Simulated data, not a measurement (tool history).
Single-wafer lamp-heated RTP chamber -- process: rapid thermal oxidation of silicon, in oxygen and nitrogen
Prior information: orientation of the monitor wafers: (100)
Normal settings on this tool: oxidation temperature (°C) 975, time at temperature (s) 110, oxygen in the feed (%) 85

run,day,oxidation temperature (°C),time at temperature (s),oxygen in the feed (%),wafers since the last listed run,wafers since the last pyrometer calibration,hours since the oxygen flow controller was replaced,hours since the gauge calibration,"read-back reference wafer on the same gauge, thickness",oxide thickness on the monitor wafer (Å)
1,0,975,110,63,0,92,5062.1,1425.4,6.401,53.66
2,4.267,975,110,63,1003,1095,5164.5,1527.8,6.402,53.68
3,8.267,975,110,78,940,2036,5260.5,1623.8,6.399,58.49
4,9.921,975,110,78,389,2425,5300.2,1663.5,6.397,57.9
5,13.579,975,110,78,860,3286,5388,1751.3,6.41,58.58
6,16.946,975,133,85,791,4077,5468.8,1832.1,6.4,65.55
7,18.996,975,133,85,482,4560,5518,1881.3,6.405,66
8,21.871,975,138,85,676,5236,5587,1950.3,6.396,67.49
9,26.292,975,138,85,1039,6276,5693.1,2056.4,6.393,67.53
10,28.05,975,138,85,413,6689,5735.3,2098.6,6.401,67.49
11,29.55,975,110,85,352,7042,5771.3,2134.6,6.403,61.14
12,31.138,975,110,85,373,7415,5809.4,2172.7,6.397,61.79
# day 31.662: pyrometer window cleaned and pyrometer calibrated
13,34.5,975,110,85,712,667,5890.1,2253.4,6.41,60.07
14,36.025,975,110,85,358,1026,5926.7,2290,6.4,60.28
15,38.192,975,110,85,509,1535,5978.7,2342,6.401,60.02
# day 38.779: gauge calibrated
16,40.004,989,85,98,426,1962,6022.2,29.4,6.395,62.83
17,44.125,975,110,85,969,2931,6121.1,128.3,6.396,59.9
18,46.2,984,110,98,488,3419,6170.9,178.1,6.41,68.37
# day 48.9: oxygen flow controller replaced
19,49.004,954,165,74,581,4000,2.5,245.4,6.39,59.24
20,50.933,975,85,93,453,4454,48.8,291.7,6.397,55.76
21,59.292,975,110,85,1965,6420,249.4,492.3,6.397,61.09
22,62.254,993,126,85,696,7117,320.5,563.4,6.398,74.95
# day 63.238: pyrometer window cleaned and pyrometer calibrated
23,64.017,975,110,57,336,183,362.8,605.7,6.408,51.65
24,66.638,965,134,85,616,799,425.7,668.6,6.402,60.35
25,69.65,999,148,98,708,1508,498,740.9,6.397,86.87
26,71.621,975,110,85,463,1971,545.3,788.2,6.404,59.72
27,75.317,975,85,93,869,2841,634,876.9,6.399,55.09
28,77.85,952,110,75,595,3437,694.8,937.7,6.401,48.56
29,79.538,1002,147,85,396,3833,735.3,978.2,6.397,84.14
30,82.379,975,155,98,668,4502,803.5,1046.4,6.405,74.18
31,85.025,950,89,85,622,5124,867,1109.9,6.405,45.75

Pick out some run-to-run changes in oxide thickness on the monitor wafer (Å). Of each, how much would a tool without hidden state show as well, from the settings, what came in and chance, and how much is left for the hidden state and any gauge scatter not in both results compared?
Hidden conditions of the tool in this case: true wafer temperature minus pyrometer reading, K; deviation of the oxygen flow from its setpoint, %; gauge reads high (%).
Run 12 -> 13: pyrometer window cleaned and pyrometer calibrated. oxide thickness on the monitor wafer (Å) -1.72: hidden state -1.47, all else -0.25.
Run 22 -> 23: oxidation temperature (°C) 993 -> 975, time at temperature (s) 126 -> 110, oxygen in the feed (%) 85 -> 57, pyrometer window cleaned and pyrometer calibrated. oxide thickness on the monitor wafer (Å) -23.3: hidden state -2.15, all else -21.15.
Run 25 -> 26: oxidation temperature (°C) 999 -> 975, time at temperature (s) 148 -> 110, oxygen in the feed (%) 98 -> 85. oxide thickness on the monitor wafer (Å) -27.15: hidden state -0.09, all else -27.06.
Run 28 -> 29: oxidation temperature (°C) 952 -> 1002, time at temperature (s) 110 -> 147, oxygen in the feed (%) 75 -> 85. oxide thickness on the monitor wafer (Å) +35.58: hidden state +0.63, all else +34.95.
Run 30 -> 31: oxidation temperature (°C) 975 -> 950, time at temperature (s) 155 -> 89, oxygen in the feed (%) 98 -> 85. oxide thickness on the monitor wafer (Å) -28.43: hidden state -0.48, all else -27.95.
